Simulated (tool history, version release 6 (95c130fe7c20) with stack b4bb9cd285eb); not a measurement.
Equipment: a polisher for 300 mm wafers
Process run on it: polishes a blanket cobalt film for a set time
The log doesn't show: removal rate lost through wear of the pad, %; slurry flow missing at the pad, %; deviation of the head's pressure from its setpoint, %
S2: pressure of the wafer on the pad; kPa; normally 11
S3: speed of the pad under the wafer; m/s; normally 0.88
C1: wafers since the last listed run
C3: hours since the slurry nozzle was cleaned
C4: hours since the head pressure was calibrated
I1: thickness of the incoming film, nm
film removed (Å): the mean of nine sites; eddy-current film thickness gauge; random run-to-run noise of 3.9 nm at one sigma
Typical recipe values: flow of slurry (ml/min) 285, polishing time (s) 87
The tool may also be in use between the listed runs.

{"run": 1, "hour": 0.0, "flow of slurry (ml/min)": 285, "S2": 11, "S3": 1.12, "polishing time (s)": 87, "C1": 0, "wafers polished on this pad": 268, "C3": 7.8, "C4": 838.4, "I1": 1164.3, "film removed (Å)": 3796}
{"run": 2, "hour": 27.3, "flow of slurry (ml/min)": 285, "S2": 11, "S3": 1.12, "polishing time (s)": 87, "C1": 165, "wafers polished on this pad": 433, "C3": 35.1, "C4": 865.7, "I1": 1162.4, "film removed (Å)": 3617}
{"run": 3, "hour": 44.6, "flow of slurry (ml/min)": 285, "S2": 13.8, "S3": 0.88, "polishing time (s)": 87, "C1": 104, "wafers polished on this pad": 537, "C3": 52.4, "C4": 883, "I1": 1156.3, "film removed (Å)": 3547}
{"run": 4, "hour": 69.4, "flow of slurry (ml/min)": 285, "S2": 11, "S3": 0.88, "polishing time (s)": 87, "C1": 150, "wafers polished on this pad": 687, "C3": 77.2, "C4": 907.8, "I1": 1174.5, "film removed (Å)": 2718}
{"hour": 79.0, "done": "worn pad replaced by a new one"}
{"run": 5, "hour": 91.9, "flow of slurry (ml/min)": 285, "S2": 11, "S3": 0.88, "polishing time (s)": 87, "C1": 111, "wafers polished on this pad": 77, "C3": 99.7, "C4": 930.3, "I1": 1168.9, "film removed (Å)": 3033}
{"run": 6, "hour": 107.7, "flow of slurry (ml/min)": 285, "S2": 11, "S3": 0.88, "polishing time (s)": 87, "C1": 95, "wafers polished on this pad": 173, "C3": 115.5, "C4": 946.1, "I1": 1170.7, "film removed (Å)": 2975}
{"run": 7, "hour": 133.8, "flow of slurry (ml/min)": 285, "S2": 11, "S3": 0.88, "polishing time (s)": 87, "C1": 157, "wafers polished on this pad": 331, "C3": 141.6, "C4": 972.2, "I1": 1155.1, "film removed (Å)": 2914}
{"run": 8, "hour": 146.8, "flow of slurry (ml/min)": 285, "S2": 11, "S3": 0.88, "polishing time (s)": 64, "C1": 78, "wafers polished on this pad": 409, "C3": 154.6, "C4": 985.2, "I1": 1174.9, "film removed (Å)": 2100}
{"hour": 181.1, "done": "worn pad replaced by a new one"}
{"run": 9, "hour": 181.6, "flow of slurry (ml/min)": 285, "S2": 11, "S3": 0.88, "polishing time (s)": 87, "C1": 186, "wafers polished on this pad": 3, "C3": 189.4, "C4": 1020, "I1": 1161.1, "film removed (Å)": 3040}
{"run": 10, "hour": 212.0, "flow of slurry (ml/min)": 285, "S2": 11, "S3": 0.88, "polishing time (s)": 87, "C1": 183, "wafers polished on this pad": 187, "C3": 219.8, "C4": 1050.4, "I1": 1180.3, "film removed (Å)": 2929}
{"hour": 227.3, "done": "slurry nozzle cleaned"}
{"run": 11, "hour": 238.2, "flow of slurry (ml/min)": 285, "S2": 11, "S3": 0.88, "polishing time (s)": 87, "C1": 152, "wafers polished on this pad": 339, "C3": 10.9, "C4": 1076.6, "I1": 1169.7, "film removed (Å)": 2832}
{"run": 12, "hour": 266.9, "flow of slurry (ml/min)": 200, "S2": 9, "S3": 0.88, "polishing time (s)": 87, "C1": 173, "wafers polished on this pad": 513, "C3": 39.6, "C4": 1105.3, "I1": 1178.1, "film removed (Å)": 2189}
{"hour": 294.2, "done": "worn pad replaced by a new one"}
{"run": 13, "hour": 295.3, "flow of slurry (ml/min)": 370, "S2": 11, "S3": 0.88, "polishing time (s)": 69, "C1": 147, "wafers polished on this pad": 6, "C3": 68, "C4": 1133.7, "I1": 1184.3, "film removed (Å)": 2484}
{"run": 14, "hour": 324.0, "flow of slurry (ml/min)": 350, "S2": 9, "S3": 0.88, "polishing time (s)": 114, "C1": 173, "wafers polished on this pad": 180, "C3": 96.7, "C4": 1162.4, "I1": 1179.2, "film removed (Å)": 3266}
{"run": 15, "hour": 347.8, "flow of slurry (ml/min)": 285, "S2": 9, "S3": 0.88, "polishing time (s)": 87, "C1": 143, "wafers polished on this pad": 324, "C3": 120.5, "C4": 1186.2, "I1": 1195.6, "film removed (Å)": 2332}
{"run": 16, "hour": 366.4, "flow of slurry (ml/min)": 285, "S2": 11, "S3": 0.88, "polishing time (s)": 87, "C1": 112, "wafers polished on this pad": 436, "C3": 139.1, "C4": 1204.8, "I1": 1175.1, "film removed (Å)": 2800}
{"hour": 394.6, "done": "head pressure recalibrated"}
{"run": 17, "hour": 399.6, "flow of slurry (ml/min)": 185, "S2": 9.7, "S3": 1.04, "polishing time (s)": 87, "C1": 188, "wafers polished on this pad": 625, "C3": 172.3, "C4": 5, "I1": 1150.4, "film removed (Å)": 2961}
{"hour": 412.3, "done": "worn pad replaced by a new one"}
{"run": 18, "hour": 418.6, "flow of slurry (ml/min)": 285, "S2": 13.8, "S3": 1, "polishing time (s)": 87, "C1": 90, "wafers polished on this pad": 38, "C3": 191.3, "C4": 24, "I1": 1184, "film removed (Å)": 4661}
{"run": 19, "hour": 440.5, "flow of slurry (ml/min)": 285, "S2": 11, "S3": 0.88, "polishing time (s)": 87, "C1": 132, "wafers polished on this pad": 170, "C3": 213.2, "C4": 45.9, "I1": 1178.4, "film removed (Å)": 3330}
{"hour": 456.6, "done": "slurry nozzle cleaned"}
{"run": 20, "hour": 470.6, "flow of slurry (ml/min)": 285, "S2": 11, "S3": 0.88, "polishing time (s)": 87, "C1": 176, "wafers polished on this pad": 346, "C3": 14, "C4": 76, "I1": 1171.9, "film removed (Å)": 3158}
{"run": 21, "hour": 485.3, "flow of slurry (ml/min)": 370, "S2": 11, "S3": 0.88, "polishing time (s)": 58, "C1": 88, "wafers polished on this pad": 435, "C3": 28.7, "C4": 90.7, "I1": 1166.4, "film removed (Å)": 2128}
{"hour": 520.9, "done": "worn pad replaced by a new one"}
{"run": 22, "hour": 521.4, "flow of slurry (ml/min)": 285, "S2": 11, "S3": 0.88, "polishing time (s)": 87, "C1": 194, "wafers polished on this pad": 3, "C3": 64.8, "C4": 126.8, "I1": 1173.2, "film removed (Å)": 3309}

Each row is a separate what-if for the run after 22, all from the same tool condition, not one after another. Results?
{"run": "A", "hour": 521.9, "flow of slurry (ml/min)": 285, "S2": 11, "S3": 0.88, "polishing time (s)": 105, "C1": 3, "wafers polished on this pad": 6, "C3": 65.3, "C4": 127.3, "I1": 1166.9, "film removed (Å)": "?"}
{"run": "B", "hour": 521.9, "flow of slurry (ml/min)": 215, "S2": 11, "S3": 0.88, "polishing time (s)": 110, "C1": 3, "wafers polished on this pad": 6, "C3": 65.3, "C4": 127.3, "I1": 1166.9, "film removed (Å)": "?"}
{"run": "C", "hour": 521.9, "flow of slurry (ml/min)": 355, "S2": 6.9, "S3": 0.88, "polishing time (s)": 59, "C1": 3, "wafers polished on this pad": 6, "C3": 65.3, "C4": 127.3, "I1": 1166.9, "film removed (Å)": "?"}

run=A film_removed_(Å)=3950
run=B film_removed_(Å)=4035
run=C film_removed_(Å)=1410
With the hidden condition removed and each run's random variation left untouched, the same runs would have given:
run=A film_removed_(Å)=4057
run=B film_removed_(Å)=4145
run=C film_removed_(Å)=1449

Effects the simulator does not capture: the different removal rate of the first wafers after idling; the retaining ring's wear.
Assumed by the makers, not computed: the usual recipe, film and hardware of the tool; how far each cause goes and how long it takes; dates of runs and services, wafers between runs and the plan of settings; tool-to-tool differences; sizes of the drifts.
